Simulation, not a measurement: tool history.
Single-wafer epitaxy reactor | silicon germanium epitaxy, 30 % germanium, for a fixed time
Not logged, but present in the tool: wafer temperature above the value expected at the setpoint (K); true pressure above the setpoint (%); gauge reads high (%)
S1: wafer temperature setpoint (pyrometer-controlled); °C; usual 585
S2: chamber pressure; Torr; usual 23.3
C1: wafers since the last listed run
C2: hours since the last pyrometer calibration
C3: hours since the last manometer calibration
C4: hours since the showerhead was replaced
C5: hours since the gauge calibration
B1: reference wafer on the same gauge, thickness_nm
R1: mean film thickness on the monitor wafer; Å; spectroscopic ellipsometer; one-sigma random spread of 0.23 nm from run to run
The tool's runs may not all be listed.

run 1 day=0.000 | S1=577 S2=23.3 | C1=0 C2=1822.2 C3=1586.8 C4=7943.2 C5=157.2 | B1=62.348 | R1=456.53
run 2 day=1.312 | S1=577 S2=23.3 | C1=705 C2=1853.7 C3=1618.3 C4=7974.7 C5=188.7 | B1=62.375 | R1=457.74
run 3 day=4.971 | S1=585 S2=23.3 | C1=1967 C2=1941.5 C3=1706.1 C4=8062.5 C5=276.5 | B1=62.744 | R1=544.84
run 4 day=5.917 | S1=585 S2=23.3 | C1=508 C2=1964.2 C3=1728.8 C4=8085.2 C5=299.2 | B1=62.922 | R1=545.87
run 5 day=8.475 | S1=585 S2=23.3 | C1=1375 C2=2025.6 C3=1790.2 C4=8146.6 C5=360.6 | B1=62.969 | R1=548.05
run 6 day=9.629 | S1=585 S2=23.3 | C1=620 C2=2053.3 C3=1817.9 C4=8174.3 C5=388.3 | B1=63.058 | R1=546.99
run 7 day=11.129 | S1=585 S2=23.3 | C1=806 C2=2089.3 C3=1853.9 C4=8210.3 C5=424.3 | B1=63.109 | R1=548.22
run 8 day=12.317 | S1=585 S2=23.3 | C1=638 C2=2117.8 C3=1882.4 C4=8238.8 C5=452.8 | B1=63.145 | R1=554.78
run 9 day=13.096 | S1=585 S2=23.3 | C1=418 C2=2136.5 C3=1901.1 C4=8257.5 C5=471.5 | B1=63.132 | R1=552.76
run 10 day=13.662 | S1=585 S2=23.3 | C1=304 C2=2150.1 C3=1914.7 C4=8271.1 C5=485.1 | B1=63.160 | R1=551.82
-- day=14.575 pyrometer calibrated
run 11 day=14.896 | S1=585 S2=23.3 | C1=483 C2=7.7 C3=1944.3 C4=8300.7 C5=514.7 | B1=63.511 | R1=556.62
run 12 day=18.158 | S1=585 S2=23.3 | C1=1754 C2=86.0 C3=2022.6 C4=8379.0 C5=593.0 | B1=63.607 | R1=553.70
run 13 day=18.754 | S1=585 S2=19.6 | C1=320 C2=100.3 C3=2036.9 C4=8393.3 C5=607.3 | B1=63.589 | R1=500.88
run 14 day=19.317 | S1=585 S2=23.3 | C1=302 C2=113.8 C3=2050.4 C4=8406.8 C5=620.8 | B1=63.424 | R1=555.78
-- day=20.854 showerhead replaced
run 15 day=20.875 | S1=585 S2=23.3 | C1=658 C2=151.2 C3=2087.8 C4=0.5 C5=658.2 | B1=63.353 | R1=552.02
run 16 day=22.121 | S1=574 S2=23.3 | C1=669 C2=181.1 C3=2117.7 C4=30.4 C5=688.1 | B1=63.523 | R1=440.09
run 17 day=22.854 | S1=590 S2=20.1 | C1=394 C2=198.7 C3=2135.3 C4=48.0 C5=705.7 | B1=63.696 | R1=567.35
run 18 day=24.288 | S1=585 S2=26.2 | C1=770 C2=233.1 C3=2169.7 C4=82.4 C5=740.1 | B1=63.627 | R1=594.85
run 19 day=25.258 | S1=590 S2=18.3 | C1=522 C2=256.4 C3=2193.0 C4=105.7 C5=763.4 | B1=63.466 | R1=525.95
run 20 day=26.596 | S1=578 S2=20.7 | C1=719 C2=288.5 C3=2225.1 C4=137.8 C5=795.5 | B1=63.772 | R1=447.92
run 21 day=27.325 | S1=596 S2=23.3 | C1=392 C2=306.0 C3=2242.6 C4=155.3 C5=813.0 | B1=63.635 | R1=691.64
run 22 day=28.029 | S1=585 S2=23.3 | C1=378 C2=322.9 C3=2259.5 C4=172.2 C5=829.9 | B1=63.733 | R1=552.35
run 23 day=28.950 | S1=585 S2=23.3 | C1=495 C2=345.0 C3=2281.6 C4=194.3 C5=852.0 | B1=63.687 | R1=558.04
run 24 day=29.846 | S1=590 S2=18.0 | C1=481 C2=366.5 C3=2303.1 C4=215.8 C5=873.5 | B1=63.852 | R1=522.85

Run 25 has not been measured yet. What should we expect?
run 25 day=30.979 | S1=599 S2=23.3 | C1=609 C2=393.7 C3=2330.3 C4=243.0 C5=900.7 | B1=? | R1=?

B1: 63.769
R1: 739.00 Å
Had the tool carried no hidden state, the very same run would have given R1 713.39 Å.

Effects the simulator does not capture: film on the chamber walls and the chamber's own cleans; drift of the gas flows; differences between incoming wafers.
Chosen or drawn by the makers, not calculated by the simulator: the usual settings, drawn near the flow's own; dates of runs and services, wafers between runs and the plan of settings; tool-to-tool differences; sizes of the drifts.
